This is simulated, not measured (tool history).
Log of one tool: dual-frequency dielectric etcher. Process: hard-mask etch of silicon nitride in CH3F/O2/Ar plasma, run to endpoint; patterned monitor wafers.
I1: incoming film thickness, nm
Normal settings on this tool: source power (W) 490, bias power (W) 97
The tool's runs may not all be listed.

{"run": 1, "hour": 0.0, "source power (W)": 520, "bias power (W)": 89, "I1": 43.25, "endpoint time (s)": 55.9}
{"run": 2, "hour": 30.6, "source power (W)": 520, "bias power (W)": 89, "I1": 43.45, "endpoint time (s)": 55.8}
{"run": 3, "hour": 58.3, "source power (W)": 520, "bias power (W)": 89, "I1": 42.95, "endpoint time (s)": 56.1}
{"run": 4, "hour": 87.0, "source power (W)": 490, "bias power (W)": 97, "I1": 43.15, "endpoint time (s)": 55.6}
{"run": 5, "hour": 112.4, "source power (W)": 490, "bias power (W)": 97, "I1": 43.62, "endpoint time (s)": 56.3}
{"run": 6, "hour": 129.9, "source power (W)": 490, "bias power (W)": 97, "I1": 43.49, "endpoint time (s)": 56.4}
{"run": 7, "hour": 143.5, "source power (W)": 490, "bias power (W)": 82, "I1": 43.45, "endpoint time (s)": 58.6}
{"run": 8, "hour": 197.1, "source power (W)": 490, "bias power (W)": 82, "I1": 43.3, "endpoint time (s)": 59.1}
{"run": 9, "hour": 214.5, "source power (W)": 490, "bias power (W)": 82, "I1": 43.53, "endpoint time (s)": 59.3}
{"run": 10, "hour": 227.0, "source power (W)": 490, "bias power (W)": 97, "I1": 43.54, "endpoint time (s)": 56.4}
{"run": 11, "hour": 249.8, "source power (W)": 490, "bias power (W)": 97, "I1": 43.33, "endpoint time (s)": 56.3}
{"run": 12, "hour": 271.8, "source power (W)": 490, "bias power (W)": 97, "I1": 43.69, "endpoint time (s)": 56.3}
{"run": 13, "hour": 306.4, "source power (W)": 490, "bias power (W)": 97, "I1": 43.51, "endpoint time (s)": 56.6}
{"hour": 328.7, "done": "bias power generator calibrated"}
{"hour": 373.0, "done": "source power generator calibrated"}
{"hour": 399.9, "done": "upper electrode replaced"}
{"run": 14, "hour": 400.4, "source power (W)": 410, "bias power (W)": 115, "I1": 43.46, "endpoint time (s)": 56.9}
{"run": 15, "hour": 427.5, "source power (W)": 530, "bias power (W)": 114, "I1": 43.47, "endpoint time (s)": 53.2}
{"run": 16, "hour": 452.9, "source power (W)": 420, "bias power (W)": 111, "I1": 43.57, "endpoint time (s)": 57.8}
{"hour": 482.4, "done": "wet clean of the chamber"}
{"run": 17, "hour": 482.9, "source power (W)": 490, "bias power (W)": 104, "I1": 42.94, "endpoint time (s)": 56.9}
{"run": 18, "hour": 515.1, "source power (W)": 430, "bias power (W)": 97, "I1": 43.8, "endpoint time (s)": 62.2}
{"run": 19, "hour": 535.8, "source power (W)": 450, "bias power (W)": 113, "I1": 43.31, "endpoint time (s)": 57.6}
{"run": 20, "hour": 553.7, "source power (W)": 560, "bias power (W)": 76, "I1": 44.01, "endpoint time (s)": 62.1}
{"run": 21, "hour": 575.3, "source power (W)": 600, "bias power (W)": 97, "I1": 43.28, "endpoint time (s)": 55.8}
{"hour": 599.9, "done": "wet clean of the chamber, repeated, since the last time left the tool worse"}
{"run": 22, "hour": 600.4, "source power (W)": 490, "bias power (W)": 105, "I1": 43.52, "endpoint time (s)": 53.8}
{"run": 23, "hour": 619.8, "source power (W)": 540, "bias power (W)": 97, "I1": 43.56, "endpoint time (s)": 54}
{"run": 24, "hour": 639.8, "source power (W)": 490, "bias power (W)": 97, "I1": 43.79, "endpoint time (s)": 55.9}
{"run": 25, "hour": 662.7, "source power (W)": 520, "bias power (W)": 89, "I1": 43.41, "endpoint time (s)": 55.6}
{"run": 26, "hour": 681.8, "source power (W)": 490, "bias power (W)": 97, "I1": 43.5, "endpoint time (s)": 55.2}
{"run": 27, "hour": 715.7, "source power (W)": 490, "bias power (W)": 74, "I1": 43.49, "endpoint time (s)": 60}
{"run": 28, "hour": 739.0, "source power (W)": 540, "bias power (W)": 117, "I1": 44, "endpoint time (s)": 52}
{"run": 29, "hour": 774.2, "source power (W)": 490, "bias power (W)": 97, "I1": 42.99, "endpoint time (s)": 55.3}

Each row is a separate what-if for the run after 29, all from the same tool condition, not one after another. Results?
{"run": "A", "hour": 774.6, "source power (W)": 550, "bias power (W)": 97, "I1": 43.96, "endpoint time (s)": "?"}
{"run": "B", "hour": 774.6, "source power (W)": 390, "bias power (W)": 85, "I1": 43.96, "endpoint time (s)": "?"}
{"run": "C", "hour": 774.6, "source power (W)": 570, "bias power (W)": 97, "I1": 43.96, "endpoint time (s)": "?"}
{"run": "D", "hour": 774.6, "source power (W)": 400, "bias power (W)": 111, "I1": 43.96, "endpoint time (s)": "?"}
{"run": "E", "hour": 774.6, "source power (W)": 550, "bias power (W)": 105, "I1": 43.96, "endpoint time (s)": "?"}

run=A endpoint_time_(s)=54.6
run=B endpoint_time_(s)=62.8
run=C endpoint_time_(s)=54
run=D endpoint_time_(s)=57.6
run=E endpoint_time_(s)=53.3
The same runs, with their run-to-run variation unchanged, on a tool lacking any hidden condition would have given:
run=A endpoint_time_(s)=54.3
run=B endpoint_time_(s)=62.4
run=C endpoint_time_(s)=53.7
run=D endpoint_time_(s)=57.3
run=E endpoint_time_(s)=53
